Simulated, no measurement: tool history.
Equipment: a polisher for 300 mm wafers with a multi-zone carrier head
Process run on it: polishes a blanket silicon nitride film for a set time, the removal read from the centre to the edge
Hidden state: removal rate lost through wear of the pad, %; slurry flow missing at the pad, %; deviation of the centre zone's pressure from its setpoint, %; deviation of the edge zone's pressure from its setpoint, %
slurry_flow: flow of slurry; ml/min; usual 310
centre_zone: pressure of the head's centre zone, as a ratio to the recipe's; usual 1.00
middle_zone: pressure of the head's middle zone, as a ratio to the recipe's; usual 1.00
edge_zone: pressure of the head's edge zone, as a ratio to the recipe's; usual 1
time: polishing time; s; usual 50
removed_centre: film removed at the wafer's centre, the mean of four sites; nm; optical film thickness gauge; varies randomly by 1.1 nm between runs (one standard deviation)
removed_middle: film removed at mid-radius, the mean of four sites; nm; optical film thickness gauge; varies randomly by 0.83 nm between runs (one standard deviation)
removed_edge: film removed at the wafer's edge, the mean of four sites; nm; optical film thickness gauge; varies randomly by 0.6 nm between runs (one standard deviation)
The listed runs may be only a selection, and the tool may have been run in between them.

run,hour,slurry_flow,centre_zone,middle_zone,edge_zone,time,wafers since the last listed run,wafers polished on this pad,hours since the slurry nozzle was cleaned,hours since the centre zone pressure was calibrated,hours since the edge zone pressure was calibrated,hours since the carrier head's membrane was replaced,"incoming thickness of the incoming film, nm",removed_centre,removed_middle,removed_edge
1,0.0,310,1.00,1.00,1,50,0,52,6.9,111.8,244.8,745.6,747.2,82.9,87.2,87.6
2,71.6,310,1.00,1.00,1,50,544,596,78.5,183.4,316.4,817.2,758.5,81.0,87.0,87.2
3,114.7,310,1.00,1.00,1,50,327,924,121.6,226.5,359.5,860.3,740.8,82.3,84.6,86.6
4,146.1,310,1.00,1.00,1,50,238,1163,153.0,257.9,390.9,891.7,751.2,81.3,87.1,86.4
# hour 186.2: worn pad replaced by a new one
5,203.2,310,1.00,1.00,1,50,403,129,210.1,315.0,448.0,948.8,747.0,80.2,86.6,86.3
6,249.1,310,1.00,1.00,1,50,348,478,256.0,360.9,493.9,994.7,754.6,78.1,86.7,85.8
7,301.1,310,1.00,1.00,1,50,395,873,308.0,412.9,545.9,1046.7,751.5,78.4,86.5,87.3
# hour 313.1: carrier head's membrane replaced by a new one
# hour 316.7: edge zone pressure recalibrated
8,327.5,310,1.00,1.08,1,50,147,1020,334.4,439.3,10.8,14.4,752.4,76.3,92.0,86.0
# hour 341.6: worn pad replaced by a new one
# hour 373.8: centre zone pressure recalibrated
9,375.4,245,1.00,1.00,1,50,318,241,382.3,1.6,58.7,62.3,757.2,82.8,85.2,86.2
10,418.2,410,1.10,1.00,1,50,325,566,425.1,44.4,101.5,105.1,738.0,95.0,88.4,87.9

Estimate the outcome of run 11 from the log above:
# hour 527.8: worn pad replaced by a new one
11,593.6,265,1.11,1.00,1,50,1302,500,600.5,219.8,276.9,280.5,767.2,?,?,?

removed_centre: 87.6 nm
removed_middle: 86.4 nm
removed_edge: 85.2 nm
Minus the tool's unlogged condition, the same run would have read removed_centre 93.1 nm, removed_middle 86.3 nm, removed_edge 85.2 nm.
